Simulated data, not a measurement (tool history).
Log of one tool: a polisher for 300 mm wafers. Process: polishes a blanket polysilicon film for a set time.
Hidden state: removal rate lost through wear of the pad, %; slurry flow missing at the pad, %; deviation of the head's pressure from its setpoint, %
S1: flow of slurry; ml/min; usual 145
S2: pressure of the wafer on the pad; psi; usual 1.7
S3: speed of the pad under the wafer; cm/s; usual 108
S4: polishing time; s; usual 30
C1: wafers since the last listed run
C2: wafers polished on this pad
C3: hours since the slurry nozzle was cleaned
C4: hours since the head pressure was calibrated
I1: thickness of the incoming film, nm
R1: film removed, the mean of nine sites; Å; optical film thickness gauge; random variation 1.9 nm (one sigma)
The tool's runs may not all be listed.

run	day	S1	S2	S3	S4	C1	C2	C3	C4	I1	R1
1	0	145	1.7	108	30	0	1803	78.7	88.9	2287	1469
2	2.458	145	1.7	108	30	479	2282	137.7	147.9	2240.2	1471
3	5.021	145	1.7	108	30	499	2782	199.2	209.4	2220.2	1441
# day 6.721: worn pad replaced by a new one
4	12.958	145	1.7	108	30	1514	1215	389.7	399.9	2244.3	1402
5	15.267	145	1.7	122	30	449	1665	445.1	455.3	2235.2	1565
6	16.929	145	1.7	122	30	324	1989	485	495.2	2239.7	1539
7	19.6	145	1.7	108	30	520	2510	549.1	559.3	2231	1340
8	22.212	145	1.7	108	30	509	3019	611.8	622	2264.1	1382
# day 23.133: worn pad replaced by a new one
9	24.858	145	2	128	30	483	336	675.3	685.5	2222.5	1887
10	25.938	145	2	128	30	210	546	701.2	711.4	2280	1912
11	27.604	145	2	128	30	324	871	741.2	751.4	2210.2	1912
12	28.958	145	1.7	108	30	263	1135	773.7	783.9	2270.8	1354
# day 31.442: head pressure recalibrated
13	31.462	145	1.7	108	30	471	1607	833.8	0.5	2250	1532
14	32.925	145	1.7	108	30	285	1892	868.9	35.6	2198.5	1506
15	35.512	145	1.7	108	30	504	2396	931	97.7	2223.7	1468
# day 35.754: slurry nozzle cleaned
16	37.692	175	1.7	90	30	416	2813	46.5	150	2241.8	1256
17	39.762	175	1.9	136	30	403	3216	96.2	199.7	2206.3	2063
# day 42.275: worn pad replaced by a new one
18	42.296	120	1.2	142	34	461	4	157	260.5	2246.3	1476
19	44.458	145	1.7	84	30	421	425	208.9	312.4	2225.6	1097
20	46.617	100	1.7	108	30	420	846	260.7	364.2	2243.1	1265
21	47.629	145	1.7	108	30	197	1043	285	388.5	2209.1	1407
22	49.979	145	1.9	108	30	458	1501	341.4	444.9	2193.6	1560
23	52.158	145	1.7	108	30	424	1926	393.7	497.2	2265.9	1401
24	53.367	120	1.7	144	30	235	2162	422.7	526.2	2228.9	1740
25	54.888	145	1.7	108	30	296	2458	459.2	562.7	2272.6	1379
26	56.108	95	2.2	126	30	237	2696	488.5	592	2235.1	1876
27	58.317	120	1.7	108	30	430	3126	541.5	645	2238.9	1294
# day 60.367: worn pad replaced by a new one
28	61.217	145	1.7	126	37	532	166	611.1	714.6	2210.2	1988
29	62.454	115	1.7	144	30	241	407	640.8	744.3	2216.6	1717
30	64.938	185	1.7	108	40	484	891	700.4	803.9	2238.4	1892
31	66.442	175	1.7	122	26	293	1184	736.5	840	2244.6	1378
32	68.192	145	1.9	136	37	341	1525	778.5	882	2262.6	2379
# day 68.575: slurry nozzle cleaned
33	69.196	145	1.7	108	30	187	1713	14.9	906.1	2237.5	1352
34	70.204	145	1.7	108	30	196	1909	39.1	930.3	2241.4	1339
35	71.258	145	2	72	30	205	2115	64.4	955.6	2207.6	1038
36	73.688	145	1.7	108	30	473	2588	122.7	1013.9	2273.7	1343

The same runs without the tool's hidden state, with the same run-to-run variation:
run	R1
1	1526
2	1551
3	1539
4	1542
5	1732
6	1709
7	1496
8	1549
9	2123
10	2154
11	2157
12	1529
13	1545
14	1537
15	1525
16	1323
17	2196
18	1589
19	1191
20	1384
21	1543
22	1721
23	1553
24	1934
25	1537
26	2095
27	1450
28	2234
29	1932
30	2134
31	1557
32	2690
33	1530
34	1516
35	1176
36	1523
